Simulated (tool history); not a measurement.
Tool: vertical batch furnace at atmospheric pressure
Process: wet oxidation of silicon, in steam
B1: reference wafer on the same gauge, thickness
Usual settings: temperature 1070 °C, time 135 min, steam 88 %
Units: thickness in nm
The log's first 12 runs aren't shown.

{"run": 13, "hour": 257.2, "temperature": 1070, "time": 109.5, "steam": 88, "B1": 832.08, "thickness": 835.39}
{"run": 14, "hour": 280.8, "temperature": 1070, "time": 109.5, "steam": 88, "B1": 831.89, "thickness": 844.37}
{"run": 15, "hour": 313.0, "temperature": 1070, "time": 109.5, "steam": 88, "B1": 831.73, "thickness": 843.86}
{"run": 16, "hour": 326.1, "temperature": 1083, "time": 167.5, "steam": 88, "B1": 832.03, "thickness": 1111.12}
{"run": 17, "hour": 360.5, "temperature": 1070, "time": 182.5, "steam": 97, "B1": 831.13, "thickness": 1159.11}
{"run": 18, "hour": 375.8, "temperature": 1070, "time": 135, "steam": 88, "B1": 832.81, "thickness": 937.31}
{"run": 19, "hour": 407.6, "temperature": 1070, "time": 135, "steam": 88, "B1": 831.24, "thickness": 944.98}
{"hour": 410.0, "done": "gauge calibrated"}
{"run": 20, "hour": 435.8, "temperature": 1070, "time": 135, "steam": 88, "B1": 832.31, "thickness": 935.95}
{"run": 21, "hour": 466.9, "temperature": 1064, "time": 166, "steam": 78, "B1": 831.89, "thickness": 966.15}
{"run": 22, "hour": 525.0, "temperature": 1070, "time": 135, "steam": 94, "B1": 832.12, "thickness": 982.88}
{"run": 23, "hour": 542.2, "temperature": 1070, "time": 135, "steam": 88, "B1": 832.44, "thickness": 943}
{"run": 24, "hour": 555.1, "temperature": 1070, "time": 173.5, "steam": 88, "B1": 831.52, "thickness": 1081.16}
{"run": 25, "hour": 580.5, "temperature": 1070, "time": 115.5, "steam": 88, "B1": 832.96, "thickness": 862.72}
{"hour": 610.1, "done": "thermocouples replaced and temperature profile calibrated"}
{"run": 26, "hour": 610.6, "temperature": 1051, "time": 165, "steam": 78, "B1": 831.74, "thickness": 914.86}
{"run": 27, "hour": 619.5, "temperature": 1047, "time": 73, "steam": 83, "B1": 832.63, "thickness": 600.02}
{"run": 28, "hour": 632.5, "temperature": 1070, "time": 135, "steam": 88, "B1": 832.23, "thickness": 945.41}
{"run": 29, "hour": 645.1, "temperature": 1070, "time": 135, "steam": 88, "B1": 831.95, "thickness": 940.75}
{"hour": 683.4, "done": "steam generator serviced"}
{"run": 30, "hour": 683.9, "temperature": 1049, "time": 83.5, "steam": 77, "B1": 831.52, "thickness": 621.38}
{"run": 31, "hour": 697.8, "temperature": 1048, "time": 106, "steam": 88, "B1": 831.78, "thickness": 761.24}
{"run": 32, "hour": 728.3, "temperature": 1070, "time": 96, "steam": 80, "B1": 831.68, "thickness": 742.97}
{"run": 33, "hour": 751.3, "temperature": 1070, "time": 97.5, "steam": 91, "B1": 832.03, "thickness": 805.29}
{"run": 34, "hour": 800.1, "temperature": 1070, "time": 182.5, "steam": 97, "B1": 831.53, "thickness": 1160.48}
{"run": 35, "hour": 835.9, "temperature": 1070, "time": 201, "steam": 88, "B1": 832.78, "thickness": 1162.5}
{"run": 36, "hour": 855.4, "temperature": 1070, "time": 135, "steam": 80, "B1": 832.21, "thickness": 885.35}
{"run": 37, "hour": 880.2, "temperature": 1070, "time": 135, "steam": 88, "B1": 832.26, "thickness": 947.22}

Forecast each of these 5 alternatives for the next run:
{"run": "A", "hour": 886.2, "temperature": 1070, "time": 178, "steam": 88, "B1": "?", "thickness": "?"}
{"run": "B", "hour": 886.2, "temperature": 1090, "time": 135, "steam": 88, "B1": "?", "thickness": "?"}
{"run": "C", "hour": 886.2, "temperature": 1048, "time": 135, "steam": 88, "B1": "?", "thickness": "?"}
{"run": "D", "hour": 886.2, "temperature": 1087, "time": 135, "steam": 88, "B1": "?", "thickness": "?"}
{"run": "E", "hour": 886.2, "temperature": 1070, "time": 73.5, "steam": 88, "B1": "?", "thickness": "?"}

run=A B1=832.1 thickness=1098.25
run=B B1=832.1 thickness=1011.11
run=C B1=832.1 thickness=876.84
run=D B1=832.1 thickness=1001.81
run=E B1=832.1 thickness=682.76
Without the tool's hidden state the same runs would have given:
run=A thickness=1098.25
run=B thickness=1011.11
run=C thickness=876.84
run=D thickness=1001.81
run=E thickness=682.76
